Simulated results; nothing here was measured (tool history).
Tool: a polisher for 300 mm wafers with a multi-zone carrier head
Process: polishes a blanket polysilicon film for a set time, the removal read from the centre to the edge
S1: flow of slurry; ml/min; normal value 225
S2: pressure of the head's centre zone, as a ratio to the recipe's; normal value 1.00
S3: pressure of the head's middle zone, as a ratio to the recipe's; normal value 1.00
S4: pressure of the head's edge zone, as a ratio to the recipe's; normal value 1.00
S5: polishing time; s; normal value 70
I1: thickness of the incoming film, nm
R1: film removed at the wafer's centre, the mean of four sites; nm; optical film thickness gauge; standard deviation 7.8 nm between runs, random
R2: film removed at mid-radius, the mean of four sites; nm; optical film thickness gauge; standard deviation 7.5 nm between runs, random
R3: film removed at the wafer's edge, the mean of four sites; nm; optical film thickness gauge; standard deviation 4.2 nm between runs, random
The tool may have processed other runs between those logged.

Run 1, hour 0.0: usual settings; I1 1316.0. Result: R1 474.4 nm, R2 526.5 nm, R3 547.5 nm.
At hour 5.0: edge zone pressure recalibrated.
Run 2, hour 97.4: usual settings; I1 1302.5. Result: R1 460.4 nm, R2 536.5 nm, R3 546.3 nm.
At hour 117.3: centre zone pressure recalibrated, repeated, since the last time left the tool worse.
Run 3, hour 141.0: usual settings; I1 1339.7. Result: R1 537.1 nm, R2 532.1 nm, R3 545.3 nm.
At hour 247.1: carrier head's membrane replaced by a new one.
Run 4, hour 247.6: usual settings but S1 175 ml/min, S2 0.95, S5 54 s; I1 1312.5. Result: R1 382.1 nm, R2 390.2 nm, R3 415.4 nm.
Run 5, hour 310.5: usual settings; I1 1315.8. Result: R1 530.7 nm, R2 533.2 nm, R3 543.1 nm.
Run 6, hour 393.6: usual settings but S1 265 ml/min, S5 56 s; I1 1303.0. Result: R1 424.2 nm, R2 439.7 nm, R3 444.4 nm.
At hour 435.2: slurry nozzle cleaned.
Run 7, hour 485.9: usual settings but S3 0.94; I1 1300.5. Result: R1 523.0 nm, R2 511.7 nm, R3 550.9 nm.
Run 8, hour 526.7: usual settings but S2 1.11, S3 1.05; I1 1310.7. Result: R1 575.6 nm, R2 568.1 nm, R3 548.9 nm.
Run 9, hour 562.8: usual settings but S1 180 ml/min, S2 1.05, S4 0.95; I1 1300.4. Result: R1 547.5 nm, R2 519.0 nm, R3 531.5 nm.
At hour 626.2: worn pad replaced by a new one.
Run 10, hour 664.0: usual settings but S1 285 ml/min, S2 1.05, S4 0.94, S5 49 s; I1 1335.7. Result: R1 387.8 nm, R2 384.1 nm, R3 390.7 nm.
At hour 688.0: edge zone pressure recalibrated.
At hour 711.5: centre zone pressure recalibrated.
Run 11, hour 720.9: usual settings but S1 160 ml/min, S4 1.08; I1 1307.6. Result: R1 500.6 nm, R2 511.6 nm, R3 540.6 nm.
Run 12, hour 963.7: usual settings; I1 1300.6. Result: R1 539.2 nm, R2 533.1 nm, R3 550.6 nm.
At hour 982.6: slurry nozzle cleaned.
Run 13, hour 1060.4: usual settings but S3 1.05, S4 0.93; I1 1309.5. Result: R1 519.8 nm, R2 547.3 nm, R3 532.4 nm.
Run 14, hour 1122.8: usual settings but S2 1.02; I1 1322.0. Result: R1 530.0 nm, R2 523.7 nm, R3 547.9 nm.
Run 15, hour 1163.5: usual settings but S4 0.95, S5 77 s; I1 1305.5. Result: R1 578.8 nm, R2 589.6 nm, R3 598.3 nm.
At hour 1181.5: worn pad replaced by a new one.
Run 16, hour 1227.4: usual settings; I1 1286.7. Result: R1 523.6 nm, R2 529.9 nm, R3 548.4 nm.
At hour 1311.1: centre zone pressure recalibrated.
Run 17, hour 1319.2: usual settings but S1 195 ml/min, S5 89 s; I1 1306.7. Result: R1 668.5 nm, R2 662.7 nm, R3 685.7 nm.
Run 18, hour 1382.8: usual settings; I1 1292.5. Result: R1 532.5 nm, R2 538.6 nm, R3 554.8 nm.
At hour 1394.6: edge zone pressure recalibrated.
At hour 1457.8: carrier head's membrane replaced by a new one.
Run 19, hour 1504.7: usual settings but S1 285 ml/min, S2 0.90, S3 0.93, S5 61 s; I1 1299.7. Result: R1 424.1 nm, R2 450.8 nm, R3 488.6 nm.
Run 20, hour 1555.3: usual settings but S1 255 ml/min, S5 78 s; I1 1327.0. Result: R1 600.0 nm, R2 601.1 nm, R3 611.0 nm.
Run 21, hour 1596.7: usual settings but S2 1.03; I1 1309.2. Result: R1 536.4 nm, R2 529.1 nm, R3 550.9 nm.
At hour 1649.0: slurry nozzle cleaned.
At hour 1714.2: worn pad replaced by a new one.
Run 22, hour 1746.7: usual settings but S2 1.03, S3 0.88, S4 1.09, S5 53 s; I1 1311.4. Result: R1 406.5 nm, R2 355.1 nm, R3 423.5 nm.

4 options for the next run, each taken on its own from the tool as it stands now. Forecast them:
Run A, hour 1747.1: usual settings but S2 1.09; I1 1318.3. Result: R1 ?, R2 ?, R3 ?.
Run B, hour 1747.1: usual settings but S1 260 ml/min, S4 1.04; I1 1318.3. Result: R1 ?, R2 ?, R3 ?.
Run C, hour 1747.1: usual settings but S1 265 ml/min, S2 0.90, S3 0.89, S5 76 s; I1 1318.3. Result: R1 ?, R2 ?, R3 ?.
Run D, hour 1747.1: usual settings but S5 60 s; I1 1318.3. Result: R1 ?, R2 ?, R3 ?.

run     R1     R2     R3
  A  567.5  530.1  556.4
  B  531.0  539.6  572.2
  C  520.0  532.9  614.0
  D  446.5  454.6  476.9
With no hidden state in the tool, these same runs would have given:
run     R1     R2     R3
  A  586.2  530.0  556.4
  B  548.6  539.5  572.2
  C  537.4  532.8  614.0
  D  461.3  454.5  476.9
